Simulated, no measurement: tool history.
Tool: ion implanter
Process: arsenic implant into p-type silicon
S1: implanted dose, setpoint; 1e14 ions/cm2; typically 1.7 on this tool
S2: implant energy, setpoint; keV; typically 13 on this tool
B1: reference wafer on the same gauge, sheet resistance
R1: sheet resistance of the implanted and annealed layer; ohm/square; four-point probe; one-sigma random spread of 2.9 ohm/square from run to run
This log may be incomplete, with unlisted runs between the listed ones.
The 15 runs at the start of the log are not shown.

run    hour    S1    S2      B1      R1
 16  1338.8   1.4    13  505.08  593.82
     1350.5  -- Faraday cup replaced and dose calibrated
 17  1383.8   1.7    13  504.28  496.36
 18    1621  1.95    13  504.94  440.17
 19  1682.5  1.88     9   505.2  475.01
 20    1742  1.52    13  504.38  531.43
 21    1814   1.7    13  504.74  487.99
 22  1891.2  1.41     9  504.59  595.45
 23  1969.5  1.27  10.5   505.2  632.69
 24  2075.7   1.7  14.5  505.24  490.08
 25  2118.7   1.7    13  505.21  496.03
 26  2224.3  1.36  11.5  505.25  599.74
 27  2302.6   1.7    13  504.75   500.5
 28  2542.7  1.57    14  505.33  529.13
 29  2595.7  1.88    11  504.88   479.3
 30  2642.4     2   9.5  505.12  467.24
 31  2688.7  1.47  10.5  505.47  581.96
 32    2730  1.31    13   504.8  613.44

What will run 33 give?
 33  2798.9  1.7  12   ?   ?

Logged for run 33: B1 505.31, R1 511.37 ohm/square.
Were there no unlogged condition in the tool, this run, its random variation unchanged, would have produced R1 492.53 ohm/square.
